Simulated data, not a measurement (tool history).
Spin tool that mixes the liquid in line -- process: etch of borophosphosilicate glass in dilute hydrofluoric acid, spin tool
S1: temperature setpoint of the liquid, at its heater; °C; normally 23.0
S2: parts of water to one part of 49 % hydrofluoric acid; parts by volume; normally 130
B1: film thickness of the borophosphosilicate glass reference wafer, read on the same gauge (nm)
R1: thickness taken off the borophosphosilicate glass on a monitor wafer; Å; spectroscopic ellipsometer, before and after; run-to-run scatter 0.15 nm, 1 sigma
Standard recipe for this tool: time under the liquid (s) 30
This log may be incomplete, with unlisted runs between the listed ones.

run 1 hour=0.0 | S1=23.0 S2=130 time_under_the_liquid_(s)=30 | B1=39.23 | R1=202.5
run 2 hour=15.3 | S1=23.0 S2=130 time_under_the_liquid_(s)=30 | B1=39.21 | R1=200.5
run 3 hour=41.1 | S1=23.0 S2=130 time_under_the_liquid_(s)=30 | B1=39.15 | R1=202.5
run 4 hour=66.2 | S1=23.0 S2=130 time_under_the_liquid_(s)=30 | B1=39.14 | R1=202.8
run 5 hour=83.0 | S1=23.0 S2=130 time_under_the_liquid_(s)=30 | B1=39.09 | R1=201.3
run 6 hour=117.4 | S1=23.0 S2=175 time_under_the_liquid_(s)=30 | B1=39.03 | R1=141.6
run 7 hour=135.6 | S1=23.0 S2=130 time_under_the_liquid_(s)=25 | B1=39.01 | R1=168.2
run 8 hour=157.9 | S1=23.0 S2=130 time_under_the_liquid_(s)=25 | B1=38.98 | R1=166.3
run 9 hour=179.0 | S1=23.0 S2=130 time_under_the_liquid_(s)=25 | B1=38.95 | R1=167.2
run 10 hour=214.8 | S1=23.0 S2=80 time_under_the_liquid_(s)=30 | B1=38.89 | R1=344.4
run 11 hour=236.2 | S1=20.5 S2=130 time_under_the_liquid_(s)=50 | B1=38.86 | R1=301.0
-- hour=255.3 gauge calibrated
run 12 hour=268.5 | S1=25.5 S2=115 time_under_the_liquid_(s)=35 | B1=40.04 | R1=305.6
-- hour=277.2 thermometer replaced
run 13 hour=299.7 | S1=23.0 S2=75 time_under_the_liquid_(s)=35 | B1=39.96 | R1=448.0
run 14 hour=325.3 | S1=25.5 S2=175 time_under_the_liquid_(s)=20 | B1=39.93 | R1=104.8
-- hour=338.5 hydrofluoric acid flow meter replaced
run 15 hour=360.2 | S1=25.0 S2=105 time_under_the_liquid_(s)=35 | B1=39.87 | R1=330.4
run 16 hour=384.6 | S1=23.0 S2=130 time_under_the_liquid_(s)=40 | B1=39.84 | R1=275.8
run 17 hour=408.5 | S1=23.0 S2=130 time_under_the_liquid_(s)=30 | B1=39.78 | R1=205.7
run 18 hour=424.7 | S1=25.0 S2=130 time_under_the_liquid_(s)=15 | B1=39.77 | R1=111.7
run 19 hour=488.7 | S1=23.0 S2=130 time_under_the_liquid_(s)=25 | B1=39.68 | R1=169.4
run 20 hour=524.4 | S1=25.5 S2=165 time_under_the_liquid_(s)=40 | B1=39.60 | R1=225.7

For each run, what was the tool's unlogged condition?
liquid hotter than its thermometer reads (K): 0 on each run
hydrofluoric acid flow above the setpoint (%): 0 on each run
H1: gauge reads high (%)
run=1 H1=-1.93
run=2 H1=-1.99
run=3 H1=-2.09
run=4 H1=-2.19
run=5 H1=-2.26
run=6 H1=-2.4
run=7 H1=-2.47
run=8 H1=-2.56
run=9 H1=-2.64
run=10 H1=-2.79
run=11 H1=-2.87
run=12 H1=0.0579
run=13 H1=-0.0669
run=14 H1=-0.169
run=15 H1=-0.309
run=16 H1=-0.407
run=17 H1=-0.502
run=18 H1=-0.567
run=19 H1=-0.823
run=20 H1=-0.966

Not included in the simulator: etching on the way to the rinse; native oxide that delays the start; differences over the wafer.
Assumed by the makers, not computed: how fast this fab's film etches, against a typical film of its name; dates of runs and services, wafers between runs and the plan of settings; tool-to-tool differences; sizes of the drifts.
